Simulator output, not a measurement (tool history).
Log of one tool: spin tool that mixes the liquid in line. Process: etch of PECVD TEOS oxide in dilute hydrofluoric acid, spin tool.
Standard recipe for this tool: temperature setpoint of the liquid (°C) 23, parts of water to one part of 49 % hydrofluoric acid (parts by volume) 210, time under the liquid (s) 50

run    hour  temperature setpoint of the liquid (°C)  parts of water to one part of 49 % hydrofluoric acid (parts by volume)  time under the liquid (s)  wafers since the last listed run  hours since the thermometer was replaced  hours since the hydrofluoric acid flow meter was replaced  hours since the gauge calibration  read-back film thickness of the PECVD TEOS oxide reference wafer, read on the same gauge (nm)  thickness taken off the PECVD TEOS oxide on a monitor wafer (angstrom)
  1       0                                       23                                                                     210                         50                                 0                                      87.5                                                        525                             1676.1                                                                                          60.02                                                                    55.2
         70  -- hydrofluoric acid flow meter replaced
       88.9  -- gauge calibrated
  2    91.3                                       23                                                                     210                         50                               988                                     178.8                                                       21.3                                2.4                                                                                          60.01                                                                    55.3
  3   147.8                                       23                                                                     210                         50                               618                                     235.3                                                       77.8                               58.9                                                                                          59.99                                                                    55.6
  4   241.8                                       23                                                                     210                         70                              1029                                     329.3                                                      171.8                              152.9                                                                                          60.01                                                                      77
  5   298.3                                       23                                                                     210                         50                               618                                     385.8                                                      228.3                              209.4                                                                                          60.02                                                                    53.9
  6   341.7                                       23                                                                     210                         50                               475                                     429.2                                                      271.7                              252.8                                                                                          59.99                                                                    55.2
  7   398.9                                       23                                                                     210                         50                               626                                     486.4                                                      328.9                                310                                                                                          60.02                                                                    54.5
  8   506.4                                       23                                                                     250                         50                              1177                                     593.9                                                      436.4                              417.5                                                                                          60.01                                                                    44.4
  9   602.2                                       23                                                                     250                         50                              1048                                     689.7                                                      532.2                              513.3                                                                                             60                                                                    45.3
 10     646                                     20.5                                                                     210                         50                               479                                     733.5                                                        576                              557.1                                                                                             60                                                                    49.9
      677.6  -- hydrofluoric acid flow meter replaced
 11   748.9                                     20.5                                                                     210                         50                              1115                                     836.4                                                       71.3                                660                                                                                             60                                                                    50.2
 12   807.2                                     21.5                                                                     210                         50                               638                                     894.7                                                      129.6                              718.3                                                                                             60                                                                    52.5
 13   879.6                                     21.5                                                                     210                         50                               792                                     967.1                                                        202                              790.7                                                                                          60.01                                                                      52
 14   938.1                                     21.5                                                                     210                         50                               640                                    1025.6                                                      260.5                              849.2                                                                                             60                                                                    52.2
 15   986.5                                       23                                                                     210                         50                               529                                      1074                                                      308.9                              897.6                                                                                          60.01                                                                    55.6
 16  1039.2                                       25                                                                     210                         50                               577                                    1126.7                                                      361.6                              950.3                                                                                             60                                                                    59.3
 17  1129.5                                       27                                                                     210                         50                               988                                      1217                                                      451.9                             1040.6                                                                                          59.99                                                                    63.8
 18  1173.1                                     20.5                                                                     180                         50                               477                                    1260.6                                                      495.5                             1084.2                                                                                          60.01                                                                      60
     1253.2  -- hydrofluoric acid flow meter replaced
 19  1376.9                                       19                                                                     125                         50                              2220                                    1464.4                                                      123.7                               1288                                                                                          59.99                                                                    85.8
 20    1581                                       26                                                                     210                         70                              2234                                    1668.5                                                      327.8                             1492.1                                                                                             60                                                                      86
 21  1625.7                                       23                                                                     210                         50                               489                                    1713.2                                                      372.5                             1536.8                                                                                             60                                                                      55
 22  1672.7                                     24.5                                                                     255                         70                               514                                    1760.2                                                      419.5                             1583.8                                                                                          60.01                                                                    63.4
 23  1766.3                                       21                                                                     300                         50                              1024                                    1853.8                                                      513.1                             1677.4                                                                                          59.99                                                                    32.9
     1790.9  -- gauge calibrated
     1832.8  -- hydrofluoric acid flow meter replaced
 24  1854.3                                       23                                                                     255                         50                               952                                    1941.8                                                       21.5                               63.4                                                                                             60                                                                    43.6
     1869.9  -- thermometer replaced
 25  1938.6                                       23                                                                     255                         65                               912                                      68.7                                                      105.8                              147.7                                                                                             60                                                                    55.7
 26    2007                                       23                                                                     210                         25                               748                                     137.1                                                      174.2                              216.1                                                                                          60.01                                                                    27.7
 27  2108.5                                       23                                                                     210                         70                              1111                                     238.6                                                      275.7                              317.6                                                                                          60.02                                                                      78
 28  2149.8                                       27                                                                     150                         75                               452                                     279.9                                                        317                              358.9                                                                                          60.01                                                                   142.9
 29  2199.1                                       26                                                                     115                         40                               539                                     329.2                                                      366.3                              408.2                                                                                          59.98                                                                   100.2
 30    2252                                       23                                                                     210                         50                               579                                     382.1                                                      419.2                              461.1                                                                                          59.99                                                                    55.5
 31  2326.2                                     27.5                                                                     180                         50                               812                                     456.3                                                      493.4                              535.3                                                                                             60                                                                    78.6
 32  2371.7                                       23                                                                     210                         50                               498                                     501.8                                                      538.9                              580.8                                                                                          60.03                                                                    55.2
 33    2418                                       26                                                                     110                         50                               506                                     548.1                                                      585.2                              627.1                                                                                          59.99                                                                   131.7
 34  2486.5                                       25                                                                     130                         50                               750                                     616.6                                                      653.7                              695.6                                                                                          59.98                                                                   104.6

Exercise: give the hidden state of the tool at every run:
liquid hotter than its thermometer reads (K): 0 in every run
hydrofluoric acid flow above the setpoint (%): 0 in every run
gauge reads high (%): 0 in every run
